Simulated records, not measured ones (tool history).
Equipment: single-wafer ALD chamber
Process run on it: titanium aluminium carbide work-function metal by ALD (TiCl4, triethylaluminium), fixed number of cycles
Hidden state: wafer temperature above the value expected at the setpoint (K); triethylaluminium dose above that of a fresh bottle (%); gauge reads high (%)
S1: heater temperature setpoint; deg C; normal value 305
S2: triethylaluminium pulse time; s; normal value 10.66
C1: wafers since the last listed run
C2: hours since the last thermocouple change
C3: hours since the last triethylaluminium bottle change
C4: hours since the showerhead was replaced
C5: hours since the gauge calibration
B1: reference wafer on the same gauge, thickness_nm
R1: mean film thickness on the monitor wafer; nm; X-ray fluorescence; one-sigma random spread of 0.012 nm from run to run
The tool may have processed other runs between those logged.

Run 1, hour 0.0: usual settings but S1 317 deg C; C1 0; C2 1451.0; C3 323.0; C4 2638.9; C5 235.6; B1 2.139. Result: R1 2.260 nm.
Run 2, hour 10.7: usual settings but S1 317 deg C; C1 137; C2 1461.7; C3 333.7; C4 2649.6; C5 246.3; B1 2.145. Result: R1 2.276 nm.
Run 3, hour 22.8: usual settings but S1 317 deg C; C1 155; C2 1473.8; C3 345.8; C4 2661.7; C5 258.4; B1 2.147. Result: R1 2.243 nm.
Run 4, hour 40.6: usual settings; C1 228; C2 1491.6; C3 363.6; C4 2679.5; C5 276.2; B1 2.143. Result: R1 2.150 nm.
Run 5, hour 49.3: usual settings; C1 111; C2 1500.3; C3 372.3; C4 2688.2; C5 284.9; B1 2.137. Result: R1 2.162 nm.
Run 6, hour 59.6: usual settings but S2 12.78 s; C1 131; C2 1510.6; C3 382.6; C4 2698.5; C5 295.2; B1 2.142. Result: R1 2.214 nm.
Run 7, hour 70.4: usual settings but S2 7.73 s; C1 138; C2 1521.4; C3 393.4; C4 2709.3; C5 306.0; B1 2.139. Result: R1 2.001 nm.
Run 8, hour 77.4: usual settings but S2 7.73 s; C1 89; C2 1528.4; C3 400.4; C4 2716.3; C5 313.0; B1 2.146. Result: R1 1.995 nm.
Run 9, hour 91.8: usual settings; C1 184; C2 1542.8; C3 414.8; C4 2730.7; C5 327.4; B1 2.146. Result: R1 2.135 nm.
Run 10, hour 100.1: usual settings; C1 106; C2 1551.1; C3 423.1; C4 2739.0; C5 335.7; B1 2.137. Result: R1 2.131 nm.
At hour 107.3: gauge calibrated.
At hour 121.3: thermocouple changed; heater temperature recalibrated.
Run 11, hour 121.8: usual settings; C1 175; C2 0.5; C3 444.8; C4 2760.7; C5 14.5; B1 2.140. Result: R1 2.147 nm.
Run 12, hour 134.6: usual settings; C1 164; C2 13.3; C3 457.6; C4 2773.5; C5 27.3; B1 2.141. Result: R1 2.142 nm.
Run 13, hour 150.0: usual settings; C1 197; C2 28.7; C3 473.0; C4 2788.9; C5 42.7; B1 2.141. Result: R1 2.140 nm.
Run 14, hour 156.7: usual settings but S1 297 deg C; C1 85; C2 35.4; C3 479.7; C4 2795.6; C5 49.4; B1 2.142. Result: R1 2.089 nm.
Run 15, hour 163.6: usual settings but S1 290 deg C, S2 14.86 s; C1 88; C2 42.3; C3 486.6; C4 2802.5; C5 56.3; B1 2.137. Result: R1 2.112 nm.
Run 16, hour 181.0: usual settings but S2 9.34 s; C1 222; C2 59.7; C3 504.0; C4 2819.9; C5 73.7; B1 2.137. Result: R1 2.078 nm.
Run 17, hour 188.0: usual settings but S1 299 deg C, S2 7.15 s; C1 89; C2 66.7; C3 511.0; C4 2826.9; C5 80.7; B1 2.142. Result: R1 1.896 nm.
Run 18, hour 198.5: usual settings but S1 292 deg C, S2 12.66 s; C1 134; C2 77.2; C3 521.5; C4 2837.4; C5 91.2; B1 2.141. Result: R1 2.091 nm.
Run 19, hour 205.9: usual settings but S1 315 deg C, S2 14.01 s; C1 94; C2 84.6; C3 528.9; C4 2844.8; C5 98.6; B1 2.141. Result: R1 2.303 nm.
Run 20, hour 214.5: usual settings but S1 310 deg C, S2 12.90 s; C1 110; C2 93.2; C3 537.5; C4 2853.4; C5 107.2; B1 2.140. Result: R1 2.255 nm.
Run 21, hour 228.4: usual settings; C1 178; C2 107.1; C3 551.4; C4 2867.3; C5 121.1; B1 2.140. Result: R1 2.127 nm.
At hour 250.6: triethylaluminium bottle replaced.
At hour 251.6: showerhead replaced.
Run 22, hour 252.1: usual settings; C1 188; C2 130.8; C3 1.5; C4 0.5; C5 144.8; B1 2.138. Result: R1 2.228 nm.
Run 23, hour 259.6: usual settings but S1 311 deg C, S2 8.24 s; C1 96; C2 138.3; C3 9.0; C4 8.0; C5 152.3; B1 2.139. Result: R1 2.202 nm.
Run 24, hour 276.9: usual settings but S1 294 deg C, S2 12.25 s; C1 221; C2 155.6; C3 26.3; C4 25.3; C5 169.6; B1 2.143. Result: R1 2.162 nm.
Run 25, hour 291.3: usual settings but S1 298 deg C; C1 184; C2 170.0; C3 40.7; C4 39.7; C5 184.0; B1 2.137. Result: R1 2.136 nm.
Run 26, hour 297.7: usual settings but S1 316 deg C; C1 82; C2 176.4; C3 47.1; C4 46.1; C5 190.4; B1 2.137. Result: R1 2.329 nm.
Run 27, hour 310.1: usual settings; C1 158; C2 188.8; C3 59.5; C4 58.5; C5 202.8; B1 2.143. Result: R1 2.219 nm.
Run 28, hour 316.3: usual settings but S1 300 deg C, S2 7.77 s; C1 79; C2 195.0; C3 65.7; C4 64.7; C5 209.0; B1 2.137. Result: R1 2.057 nm.

Below are 5 alternative next runs, each starting from the tool's condition after run 28. Predict each:
Run A, hour 316.7: usual settings; C1 5; C2 195.4; C3 66.1; C4 65.1; C5 209.4; B1 ?. Result: R1 ?.
Run B, hour 316.7: usual settings but S1 301 deg C; C1 5; C2 195.4; C3 66.1; C4 65.1; C5 209.4; B1 ?. Result: R1 ?.
Run C, hour 316.7: usual settings but S2 13.28 s; C1 5; C2 195.4; C3 66.1; C4 65.1; C5 209.4; B1 ?. Result: R1 ?.
Run D, hour 316.7: usual settings but S1 295 deg C, S2 14.60 s; C1 5; C2 195.4; C3 66.1; C4 65.1; C5 209.4; B1 ?. Result: R1 ?.
Run E, hour 316.7: usual settings but S2 8.44 s; C1 5; C2 195.4; C3 66.1; C4 65.1; C5 209.4; B1 ?. Result: R1 ?.

run     B1     R1
  A  2.147  2.221
  B  2.147  2.188
  C  2.147  2.271
  D  2.147  2.199
  E  2.147  2.138
Had the tool no hidden state, the same runs would have come out as:
run     R1
  A  2.256
  B  2.222
  C  2.290
  D  2.213
  E  2.193
